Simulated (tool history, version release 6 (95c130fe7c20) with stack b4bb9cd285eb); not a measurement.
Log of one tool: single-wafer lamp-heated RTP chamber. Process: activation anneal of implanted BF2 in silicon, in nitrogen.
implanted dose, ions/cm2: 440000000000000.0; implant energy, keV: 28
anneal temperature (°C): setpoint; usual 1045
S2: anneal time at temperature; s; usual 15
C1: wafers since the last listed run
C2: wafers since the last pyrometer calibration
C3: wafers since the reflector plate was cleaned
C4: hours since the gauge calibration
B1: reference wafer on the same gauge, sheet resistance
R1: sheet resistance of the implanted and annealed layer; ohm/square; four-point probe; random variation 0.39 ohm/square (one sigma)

run 1 day=0.000 | anneal_temperature_(°C)=1045 S2=15 | C1=0 C2=5584 C3=7139 C4=888.3 | B1=241.72 | R1=258.46
-- day=0.612 pyrometer window cleaned and pyrometer calibrated
run 2 day=2.800 | anneal_temperature_(°C)=1045 S2=15 | C1=540 C2=478 C3=7679 C4=955.5 | B1=241.84 | R1=258.75
run 3 day=5.650 | anneal_temperature_(°C)=1045 S2=15 | C1=624 C2=1103 C3=8303 C4=1023.9 | B1=241.89 | R1=259.00
run 4 day=8.971 | anneal_temperature_(°C)=1045 S2=15 | C1=727 C2=1830 C3=9030 C4=1103.6 | B1=241.88 | R1=259.31
run 5 day=13.129 | anneal_temperature_(°C)=1045 S2=15 | C1=910 C2=2741 C3=9941 C4=1203.4 | B1=242.15 | R1=259.62
run 6 day=17.488 | anneal_temperature_(°C)=1024 S2=15 | C1=954 C2=3695 C3=10896 C4=1308.0 | B1=242.20 | R1=261.18
run 7 day=20.654 | anneal_temperature_(°C)=1024 S2=15 | C1=693 C2=4389 C3=11589 C4=1384.0 | B1=242.52 | R1=260.57
-- day=29.483 reflector plate cleaned
-- day=31.879 pyrometer window cleaned and pyrometer calibrated
run 8 day=32.642 | anneal_temperature_(°C)=1045 S2=15 | C1=2479 C2=166 C3=618 C4=1671.7 | B1=242.92 | R1=259.89
run 9 day=35.646 | anneal_temperature_(°C)=1024 S2=15 | C1=657 C2=824 C3=1276 C4=1743.8 | B1=243.05 | R1=261.72
-- day=37.900 gauge calibrated
run 10 day=39.138 | anneal_temperature_(°C)=1023 S2=12 | C1=764 C2=1589 C3=2041 C4=29.7 | B1=240.83 | R1=259.77
run 11 day=41.946 | anneal_temperature_(°C)=1022 S2=15 | C1=615 C2=2204 C3=2656 C4=97.1 | B1=240.88 | R1=259.31
run 12 day=44.562 | anneal_temperature_(°C)=1033 S2=24 | C1=573 C2=2777 C3=3229 C4=159.9 | B1=240.79 | R1=256.51
run 13 day=48.312 | anneal_temperature_(°C)=1057 S2=10 | C1=821 C2=3598 C3=4050 C4=249.9 | B1=240.87 | R1=259.01
-- day=56.321 pyrometer window cleaned and pyrometer calibrated
run 14 day=56.392 | anneal_temperature_(°C)=1045 S2=15 | C1=1696 C2=15 C3=5747 C4=443.8 | B1=240.87 | R1=257.40
run 15 day=59.546 | anneal_temperature_(°C)=1033 S2=24 | C1=690 C2=706 C3=6438 C4=519.5 | B1=240.97 | R1=256.75
run 16 day=61.362 | anneal_temperature_(°C)=1045 S2=15 | C1=397 C2=1104 C3=6836 C4=563.1 | B1=241.01 | R1=257.24
run 17 day=63.875 | anneal_temperature_(°C)=1023 S2=15 | C1=550 C2=1654 C3=7386 C4=623.4 | B1=241.02 | R1=259.44

Forecast each of these 5 alternatives for the next run:
run A day=63.892 | anneal_temperature_(°C)=1045 S2=21 | C1=3 C2=1658 C3=7390 C4=623.8 | B1=? | R1=?
run B day=63.892 | anneal_temperature_(°C)=1066 S2=23 | C1=3 C2=1658 C3=7390 C4=623.8 | B1=? | R1=?
run C day=63.892 | anneal_temperature_(°C)=1064 S2=8 | C1=3 C2=1658 C3=7390 C4=623.8 | B1=? | R1=?
run D day=63.892 | anneal_temperature_(°C)=1060 S2=18 | C1=3 C2=1658 C3=7390 C4=623.8 | B1=? | R1=?
run E day=63.892 | anneal_temperature_(°C)=1069 S2=18 | C1=3 C2=1658 C3=7390 C4=623.8 | B1=? | R1=?

run=A B1=240.99 R1=256.83
run=B B1=240.99 R1=254.61
run=C B1=240.99 R1=259.95
run=D B1=240.99 R1=256.54
run=E B1=240.99 R1=255.92
Without the tool's hidden state the same runs would have given:
run=A R1=256.81
run=B R1=254.59
run=C R1=259.93
run=D R1=256.53
run=E R1=255.91
